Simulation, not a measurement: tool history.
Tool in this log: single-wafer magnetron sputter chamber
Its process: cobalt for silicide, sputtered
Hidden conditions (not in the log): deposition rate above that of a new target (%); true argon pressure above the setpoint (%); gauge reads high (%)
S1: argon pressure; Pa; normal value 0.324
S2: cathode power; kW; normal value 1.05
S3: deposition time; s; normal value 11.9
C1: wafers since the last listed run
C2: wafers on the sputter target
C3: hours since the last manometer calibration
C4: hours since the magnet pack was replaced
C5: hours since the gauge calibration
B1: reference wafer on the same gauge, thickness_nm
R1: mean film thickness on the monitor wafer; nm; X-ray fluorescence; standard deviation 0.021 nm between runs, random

run 1 day=0 | S1=0.324 S2=1.05 S3=11.9 | C1=0 C2=15653 C3=256.2 C4=7440.2 C5=1598.2 | B1=7.563 | R1=6.262
-- day=1.388 sputter target and shields replaced
run 2 day=3.475 | S1=0.398 S2=1.05 S3=11.9 | C1=2607 C2=1730 C3=339.6 C4=7523.6 C5=1681.6 | B1=7.552 | R1=6.063
run 3 day=5.988 | S1=0.398 S2=1.05 S3=11.9 | C1=2085 C2=3816 C3=399.9 C4=7583.9 C5=1741.9 | B1=7.556 | R1=6.06
run 4 day=8.204 | S1=0.398 S2=1.05 S3=11.9 | C1=1839 C2=5656 C3=453.1 C4=7637.1 C5=1795.1 | B1=7.558 | R1=6.058
run 5 day=12.1 | S1=0.324 S2=1.05 S3=11.9 | C1=3233 C2=8889 C3=546.6 C4=7730.6 C5=1888.6 | B1=7.559 | R1=6.27
run 6 day=14.992 | S1=0.324 S2=1.05 S3=11.9 | C1=2400 C2=11289 C3=616 C4=7800 C5=1958 | B1=7.556 | R1=6.278
run 7 day=16.879 | S1=0.324 S2=1.05 S3=11.9 | C1=1566 C2=12856 C3=661.3 C4=7845.3 C5=2003.3 | B1=7.554 | R1=6.248
run 8 day=19.15 | S1=0.411 S2=1.05 S3=11.9 | C1=1884 C2=14741 C3=715.8 C4=7899.8 C5=2057.8 | B1=7.556 | R1=5.957
run 9 day=23.608 | S1=0.324 S2=1.05 S3=11.9 | C1=3700 C2=18441 C3=822.8 C4=8006.8 C5=2164.8 | B1=7.566 | R1=6.219
run 10 day=26.729 | S1=0.324 S2=1.05 S3=11.9 | C1=2590 C2=21032 C3=897.7 C4=8081.7 C5=2239.7 | B1=7.555 | R1=6.22
-- day=28.671 sputter target and shields replaced
run 11 day=30.242 | S1=0.324 S2=1.05 S3=11.9 | C1=2638 C2=1302 C3=982 C4=8166 C5=2324 | B1=7.557 | R1=6.357
run 12 day=34.354 | S1=0.324 S2=1.05 S3=11.9 | C1=3413 C2=4716 C3=1080.7 C4=8264.7 C5=2422.7 | B1=7.556 | R1=6.285
run 13 day=36.317 | S1=0.324 S2=1.05 S3=11.9 | C1=1628 C2=6345 C3=1127.8 C4=8311.8 C5=2469.8 | B1=7.557 | R1=6.318
run 14 day=40.588 | S1=0.324 S2=1.05 S3=11.9 | C1=3544 C2=9890 C3=1230.3 C4=8414.3 C5=2572.3 | B1=7.562 | R1=6.285
-- day=41.671 magnet pack replaced
-- day=43.021 capacitance manometer re-zeroed and calibrated
run 15 day=44.242 | S1=0.324 S2=1.05 S3=11.9 | C1=2479 C2=12369 C3=29.3 C4=61.7 C5=2660 | B1=7.561 | R1=6.264
run 16 day=46.908 | S1=0.37 S2=1.05 S3=13.6 | C1=2213 C2=14583 C3=93.3 C4=125.7 C5=2724 | B1=7.558 | R1=6.945
run 17 day=50.158 | S1=0.398 S2=1.05 S3=11.9 | C1=2697 C2=17280 C3=171.3 C4=203.7 C5=2802 | B1=7.557 | R1=5.985
run 18 day=53.388 | S1=0.324 S2=1.05 S3=13.2 | C1=2680 C2=19960 C3=248.8 C4=281.2 C5=2879.5 | B1=7.554 | R1=6.886
-- day=53.825 sputter target and shields replaced
-- day=55.246 gauge calibrated
run 19 day=55.312 | S1=0.324 S2=0.8 S3=11.9 | C1=1321 C2=1233 C3=295 C4=327.4 C5=1.6 | B1=7.57 | R1=4.965
run 20 day=56.95 | S1=0.201 S2=1.15 S3=13.1 | C1=1359 C2=2592 C3=334.3 C4=366.7 C5=40.9 | B1=7.558 | R1=8.063
run 21 day=60.192 | S1=0.398 S2=1.05 S3=11.9 | C1=2690 C2=5283 C3=412.1 C4=444.5 C5=118.7 | B1=7.567 | R1=6.057
run 22 day=63.821 | S1=0.324 S2=1.3 S3=11.9 | C1=3012 C2=8295 C3=499.2 C4=531.6 C5=205.8 | B1=7.559 | R1=7.647
run 23 day=67.671 | S1=0.201 S2=1.15 S3=13.1 | C1=3195 C2=11491 C3=591.6 C4=624 C5=298.2 | B1=7.567 | R1=7.973
run 24 day=73.404 | S1=0.424 S2=1.05 S3=10.8 | C1=4758 C2=16249 C3=729.2 C4=761.6 C5=435.8 | B1=7.555 | R1=5.364
-- day=75.317 sputter target and shields replaced
run 25 day=76.25 | S1=0.324 S2=1.05 S3=11.9 | C1=2085 C2=776 C3=797.5 C4=829.9 C5=504.1 | B1=7.558 | R1=6.36
run 26 day=79.875 | S1=0.429 S2=0.95 S3=10.2 | C1=3008 C2=3784 C3=884.5 C4=916.9 C5=591.1 | B1=7.558 | R1=4.676
run 27 day=83.921 | S1=0.324 S2=1.05 S3=12.9 | C1=3358 C2=7142 C3=981.6 C4=1014 C5=688.2 | B1=7.562 | R1=6.805
run 28 day=86.117 | S1=0.429 S2=1.25 S3=10.5 | C1=1822 C2=8965 C3=1034.3 C4=1066.7 C5=740.9 | B1=7.554 | R1=6.187
run 29 day=89.717 | S1=0.375 S2=1.2 S3=14.2 | C1=2988 C2=11953 C3=1120.7 C4=1153.1 C5=827.3 | B1=7.557 | R1=8.181
run 30 day=91.412 | S1=0.231 S2=1.25 S3=11.9 | C1=1407 C2=13361 C3=1161.4 C4=1193.8 C5=868 | B1=7.555 | R1=7.717
run 31 day=94.962 | S1=0.439 S2=1.05 S3=11.3 | C1=2946 C2=16307 C3=1246.6 C4=1279 C5=953.2 | B1=7.55 | R1=5.61
-- day=96.188 capacitance manometer re-zeroed and calibrated
-- day=97.612 sputter target and shields replaced
run 32 day=97.633 | S1=0.221 S2=1.2 S3=14 | C1=1663 C2=18 C3=34.7 C4=1343.1 C5=1017.3 | B1=7.55 | R1=8.969
run 33 day=101.371 | S1=0.367 S2=0.8 S3=10.5 | C1=3102 C2=3121 C3=124.4 C4=1432.8 C5=1107 | B1=7.561 | R1=4.291
run 34 day=103.45 | S1=0.274 S2=1.25 S3=11.9 | C1=1725 C2=4846 C3=174.3 C4=1482.7 C5=1156.9 | B1=7.553 | R1=7.592
run 35 day=107.879 | S1=0.324 S2=1.05 S3=11.9 | C1=3676 C2=8523 C3=280.6 C4=1589 C5=1263.2 | B1=7.558 | R1=6.288

Entry by entry between the runs, the difference in hidden state between the last listed run before and the first listed run after:
Runs 1 to 2: sputter target and shields replaced (day 1.388)
  deposition rate above that of a new target (%): -1.82 -> -0.437
  measured minus no-state result, R1: -0.117 -> -0.027 nm
Runs 10 to 11: sputter target and shields replaced (day 28.671)
  deposition rate above that of a new target (%): -2.43 -> -0.263
  measured minus no-state result, R1: -0.155 -> -0.016 nm
Runs 14 to 15: magnet pack replaced (day 41.671); capacitance manometer re-zeroed and calibrated (day 43.021)
  deposition rate above that of a new target (%): -1.15 -> -1.46
  measured minus no-state result, R1: -0.073 -> -0.093 nm
Runs 18 to 19: sputter target and shields replaced (day 53.825); gauge calibrated (day 55.246)
  deposition rate above that of a new target (%): -2.25 -> -0.302
  measured minus no-state result, R1: -0.158 -> -0.015 nm
Runs 24 to 25: sputter target and shields replaced (day 75.317)
  deposition rate above that of a new target (%): -1.85 -> -0.165
  measured minus no-state result, R1: -0.101 -> -0.01 nm
Runs 31 to 32: capacitance manometer re-zeroed and calibrated (day 96.188); sputter target and shields replaced (day 97.612)
  deposition rate above that of a new target (%): -1.77 -> -0.0376
  measured minus no-state result, R1: -0.101 -> -0.004 nm
